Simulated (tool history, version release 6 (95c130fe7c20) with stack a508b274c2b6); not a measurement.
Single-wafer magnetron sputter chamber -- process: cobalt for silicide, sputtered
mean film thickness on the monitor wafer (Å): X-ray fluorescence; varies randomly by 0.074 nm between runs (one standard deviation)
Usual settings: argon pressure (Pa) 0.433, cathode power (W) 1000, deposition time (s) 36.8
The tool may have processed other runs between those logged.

| run | hour | argon pressure (Pa) | cathode power (W) | deposition time (s) | wafers since the last listed run | wafers on the sputter target | hours since the last manometer calibration | hours since the magnet pack was replaced | hours since the gauge calibration | read-back reference wafer on the same gauge, thickness_nm | mean film thickness on the monitor wafer (Å) |
|---|---|---|---|---|---|---|---|---|---|---|---|
| 1 | 0 | 0.433 | 1000 | 36.8 | 0 | 1900 | 793.1 | 7807.1 | 590.7 | 18.494 | 160.18 |
| 2 | 15.5 | 0.433 | 1000 | 36.8 | 411 | 2312 | 808.6 | 7822.6 | 606.2 | 18.509 | 158.86 |
| 3 | 30 | 0.487 | 1000 | 36.8 | 384 | 2697 | 823.1 | 7837.1 | 620.7 | 18.466 | 155.22 |
| 4 | 43 | 0.487 | 1000 | 36.8 | 345 | 3042 | 836.1 | 7850.1 | 633.7 | 18.507 | 153.58 |
| 5 | 77.9 | 0.433 | 1000 | 36.8 | 926 | 3968 | 871 | 7885 | 668.6 | 18.489 | 156.75 |
| 6 | 112.1 | 0.433 | 1000 | 36.8 | 907 | 4876 | 905.2 | 7919.2 | 702.8 | 18.543 | 155.39 |
| 7 | 128.4 | 0.433 | 1000 | 36.8 | 432 | 5309 | 921.5 | 7935.5 | 719.1 | 18.495 | 155.38 |
| 8 | 151.9 | 0.433 | 1000 | 36.8 | 623 | 5933 | 945 | 7959 | 742.6 | 18.488 | 154.19 |
| 9 | 175.4 | 0.433 | 1000 | 36.8 | 623 | 6557 | 968.5 | 7982.5 | 766.1 | 18.493 | 154.93 |
|  | 202.9 | sputter target and shields replaced |
| 10 | 211.2 | 0.433 | 1000 | 36.8 | 738 | 219 | 1004.3 | 8018.3 | 801.9 | 18.478 | 162.38 |
| 11 | 245.9 | 0.525 | 1000 | 41.3 | 921 | 1141 | 1039 | 8053 | 836.6 | 18.507 | 174.56 |
|  | 256.4 | gauge calibrated |
| 12 | 279.2 | 0.525 | 1000 | 41.3 | 884 | 2025 | 1072.3 | 8086.3 | 22.8 | 18.468 | 173.43 |
| 13 | 305.5 | 0.433 | 1000 | 36.8 | 698 | 2723 | 1098.6 | 8112.6 | 49.1 | 18.506 | 159.97 |
| 14 | 334 | 0.433 | 1000 | 36.8 | 756 | 3479 | 1127.1 | 8141.1 | 77.6 | 18.515 | 158.68 |
| 15 | 362 | 0.433 | 900 | 41 | 743 | 4223 | 1155.1 | 8169.1 | 105.6 | 18.511 | 163.84 |
| 16 | 389.1 | 0.296 | 1000 | 36.8 | 719 | 4942 | 1182.2 | 8196.2 | 132.7 | 18.483 | 169.92 |
| 17 | 408.9 | 0.433 | 1000 | 36.8 | 525 | 5468 | 1202 | 8216 | 152.5 | 18.51 | 156 |
|  | 447.4 | magnet pack replaced |
| 18 | 447.9 | 0.542 | 1000 | 36.8 | 822 | 6291 | 1241 | 0.5 | 191.5 | 18.528 | 146.88 |
| 19 | 469.3 | 0.433 | 1000 | 36.8 | 568 | 6859 | 1262.4 | 21.9 | 212.9 | 18.505 | 154.74 |
|  | 498.5 | sputter target and shields replaced |
| 20 | 499 | 0.301 | 800 | 36.8 | 576 | 12 | 1292.1 | 51.6 | 242.6 | 18.528 | 150.67 |
|  | 509.9 | capacitance manometer re-zeroed and calibrated |
| 21 | 515.3 | 0.386 | 800 | 41.9 | 220 | 232 | 5.4 | 67.9 | 258.9 | 18.502 | 162.05 |
| 22 | 532.2 | 0.433 | 1000 | 36.8 | 448 | 681 | 22.3 | 84.8 | 275.8 | 18.527 | 160.66 |
| 23 | 550.2 | 0.31 | 750 | 36.8 | 477 | 1159 | 40.3 | 102.8 | 293.8 | 18.498 | 142.93 |
| 24 | 569.2 | 0.433 | 1000 | 36.8 | 504 | 1663 | 59.3 | 121.8 | 312.8 | 18.53 | 160.78 |
| 25 | 599 | 0.433 | 1000 | 42.4 | 791 | 2454 | 89.1 | 151.6 | 342.6 | 18.479 | 184.6 |
| 26 | 623.4 | 0.506 | 1000 | 33.6 | 647 | 3102 | 113.5 | 176 | 367 | 18.502 | 139.56 |
| 27 | 646.3 | 0.578 | 1150 | 39.8 | 607 | 3710 | 136.4 | 198.9 | 389.9 | 18.465 | 174.29 |

State the hidden condition of the tool at each of the runs:
true argon pressure above the setpoint (%): 0 across all the runs
gauge reads high (%): 0 across all the runs
H1: deposition rate above that of a new target (%)
| run | H1 |
|---|---|
| 1 | -2.09 |
| 2 | -2.39 |
| 3 | -2.68 |
| 4 | -2.94 |
| 5 | -3.63 |
| 6 | -4.3 |
| 7 | -4.62 |
| 8 | -5.09 |
| 9 | -5.55 |
| 10 | -0.18 |
| 11 | -0.865 |
| 12 | -1.52 |
| 13 | -2.04 |
| 14 | -2.6 |
| 15 | -3.16 |
| 16 | -3.69 |
| 17 | -4.08 |
| 18 | -4.85 |
| 19 | -5.27 |
| 20 | -0.487 |
| 21 | -0.809 |
| 22 | -1.14 |
| 23 | -1.5 |
| 24 | -1.87 |
| 25 | -2.46 |
| 26 | -2.94 |
| 27 | -3.39 |
